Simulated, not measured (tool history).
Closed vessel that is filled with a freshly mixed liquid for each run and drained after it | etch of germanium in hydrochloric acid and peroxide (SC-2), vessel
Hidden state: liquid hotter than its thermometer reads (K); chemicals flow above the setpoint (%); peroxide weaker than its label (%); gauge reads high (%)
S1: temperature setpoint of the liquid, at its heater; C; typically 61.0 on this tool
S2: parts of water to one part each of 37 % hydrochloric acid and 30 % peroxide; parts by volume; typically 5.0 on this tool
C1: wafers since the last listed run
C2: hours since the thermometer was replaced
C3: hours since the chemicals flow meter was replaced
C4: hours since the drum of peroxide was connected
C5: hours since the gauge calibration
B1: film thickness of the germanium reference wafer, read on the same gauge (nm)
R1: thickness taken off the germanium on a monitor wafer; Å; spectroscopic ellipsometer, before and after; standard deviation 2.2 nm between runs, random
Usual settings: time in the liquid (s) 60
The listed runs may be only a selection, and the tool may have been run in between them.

Run 1, day 0.000: usual settings but S1 65.5 C, S2 4.5 parts by volume; C1 0; C2 757.4; C3 165.8; C4 662.5; C5 1374.6; B1 109.99. Result: R1 2922.7 Å.
Run 2, day 1.258: usual settings; C1 2940; C2 787.6; C3 196.0; C4 692.7; C5 1404.8; B1 110.00. Result: R1 2563.9 Å.
Run 3, day 2.871: usual settings; C1 3768; C2 826.3; C3 234.7; C4 731.4; C5 1443.5; B1 110.01. Result: R1 2615.4 Å.
Run 4, day 4.529: usual settings; C1 3875; C2 866.1; C3 274.5; C4 771.2; C5 1483.3; B1 110.00. Result: R1 2591.4 Å.
At day 6.392: gauge calibrated.
Run 5, day 6.921: usual settings but S2 7.0 parts by volume; C1 5589; C2 923.5; C3 331.9; C4 828.6; C5 12.7; B1 109.99. Result: R1 2548.3 Å.
Run 6, day 9.229: usual settings but S2 7.0 parts by volume; C1 5394; C2 978.9; C3 387.3; C4 884.0; C5 68.1; B1 110.03. Result: R1 2525.8 Å.
Run 7, day 10.588: usual settings but S1 57.0 C; C1 3174; C2 1011.5; C3 419.9; C4 916.6; C5 100.7; B1 110.03. Result: R1 2285.3 Å.
At day 12.888: new drum of peroxide connected.
Run 8, day 13.271: usual settings; C1 6173; C2 1075.9; C3 484.3; C4 9.2; C5 165.1; B1 110.01. Result: R1 2614.3 Å.
At day 15.429: thermometer replaced.
Run 9, day 15.562: usual settings; C1 5258; C2 3.2; C3 539.3; C4 64.2; C5 220.1; B1 110.00. Result: R1 2458.7 Å.
Run 10, day 17.188: usual settings but time in the liquid (s) 95; C1 3797; C2 42.2; C3 578.3; C4 103.2; C5 259.1; B1 109.99. Result: R1 3970.2 Å.
Run 11, day 20.117: usual settings but time in the liquid (s) 75; C1 6845; C2 112.5; C3 648.6; C4 173.5; C5 329.4; B1 110.00. Result: R1 3114.7 Å.
Run 12, day 22.583: usual settings; C1 5764; C2 171.7; C3 707.8; C4 232.7; C5 388.6; B1 109.97. Result: R1 2501.6 Å.
Run 13, day 25.371: usual settings but S2 6.5 parts by volume, time in the liquid (s) 45; C1 6514; C2 238.6; C3 774.7; C4 299.6; C5 455.5; B1 110.02. Result: R1 1860.2 Å.
Run 14, day 26.812: usual settings; C1 3369; C2 273.2; C3 809.3; C4 334.2; C5 490.1; B1 110.02. Result: R1 2528.7 Å.
Run 15, day 28.592: usual settings but S1 67.5 C, time in the liquid (s) 45; C1 4158; C2 315.9; C3 852.0; C4 376.9; C5 532.8; B1 109.98. Result: R1 2321.6 Å.
Run 16, day 30.712: usual settings but S2 4.0 parts by volume, time in the liquid (s) 30; C1 4956; C2 366.8; C3 902.9; C4 427.8; C5 583.7; B1 109.97. Result: R1 1268.2 Å.
Run 17, day 31.804: usual settings; C1 2551; C2 393.0; C3 929.1; C4 454.0; C5 609.9; B1 109.98. Result: R1 2523.9 Å.
Run 18, day 34.417: usual settings but S1 58.0 C, S2 4.0 parts by volume, time in the liquid (s) 85; C1 6105; C2 455.7; C3 991.8; C4 516.7; C5 672.6; B1 110.01. Result: R1 3270.1 Å.
Run 19, day 37.383: usual settings but time in the liquid (s) 90; C1 6933; C2 526.9; C3 1063.0; C4 587.9; C5 743.8; B1 110.02. Result: R1 3805.5 Å.
Run 20, day 39.912: usual settings; C1 5910; C2 587.6; C3 1123.7; C4 648.6; C5 804.5; B1 110.00. Result: R1 2540.5 Å.
Run 21, day 41.279: usual settings but S1 66.5 C, S2 6.5 parts by volume; C1 3194; C2 620.4; C3 1156.5; C4 681.4; C5 837.3; B1 110.01. Result: R1 2972.7 Å.
Run 22, day 42.625: usual settings; C1 3145; C2 652.7; C3 1188.8; C4 713.7; C5 869.6; B1 110.01. Result: R1 2542.2 Å.
Run 23, day 43.879: usual settings but S2 4.5 parts by volume, time in the liquid (s) 90; C1 2931; C2 682.8; C3 1218.9; C4 743.8; C5 899.7; B1 110.02. Result: R1 3815.7 Å.
Run 24, day 46.325: usual settings but S1 54.5 C, time in the liquid (s) 40; C1 5716; C2 741.5; C3 1277.6; C4 802.5; C5 958.4; B1 110.01. Result: R1 1419.5 Å.
Run 25, day 48.375: usual settings; C1 4791; C2 790.7; C3 1326.8; C4 851.7; C5 1007.6; B1 109.98. Result: R1 2539.9 Å.
At day 48.512: new drum of peroxide connected.
Run 26, day 50.833: usual settings but time in the liquid (s) 30; C1 5648; C2 849.7; C3 1385.8; C4 55.7; C5 1066.6; B1 109.99. Result: R1 1297.7 Å.
Run 27, day 52.208: usual settings but S1 68.0 C, S2 4.0 parts by volume; C1 3213; C2 882.7; C3 1418.8; C4 88.7; C5 1099.6; B1 110.00. Result: R1 3147.7 Å.
Run 28, day 54.112: usual settings but S2 6.5 parts by volume; C1 4450; C2 928.4; C3 1464.5; C4 134.4; C5 1145.3; B1 110.01. Result: R1 2553.1 Å.
Run 29, day 56.354: usual settings but S2 4.0 parts by volume, time in the liquid (s) 85; C1 5239; C2 982.2; C3 1518.3; C4 188.2; C5 1199.1; B1 110.02. Result: R1 3672.1 Å.

What differs in the tool's unlogged condition from the final listed run ahead of each entry between runs to the first listed run following it?
From run 4 to run 5: gauge calibrated (day 6.392)
  liquid hotter than its thermometer reads (K): 1.26 -> 1.33
  measured result minus the result with no hidden state, R1: +95.7 -> +98.1 Å
From run 7 to run 8: new drum of peroxide connected (day 12.888)
  liquid hotter than its thermometer reads (K): 1.45 -> 1.53
  measured result minus the result with no hidden state, R1: +99.2 -> +116.6 Å
From run 8 to run 9: thermometer replaced (day 15.429)
  liquid hotter than its thermometer reads (K): 1.53 -> 0.0855
  measured result minus the result with no hidden state, R1: +116.6 -> +6.6 Å
From run 25 to run 26: new drum of peroxide connected (day 48.512)
  liquid hotter than its thermometer reads (K): 1.13 -> 1.21
  measured result minus the result with no hidden state, R1: +84.3 -> +46.0 Å
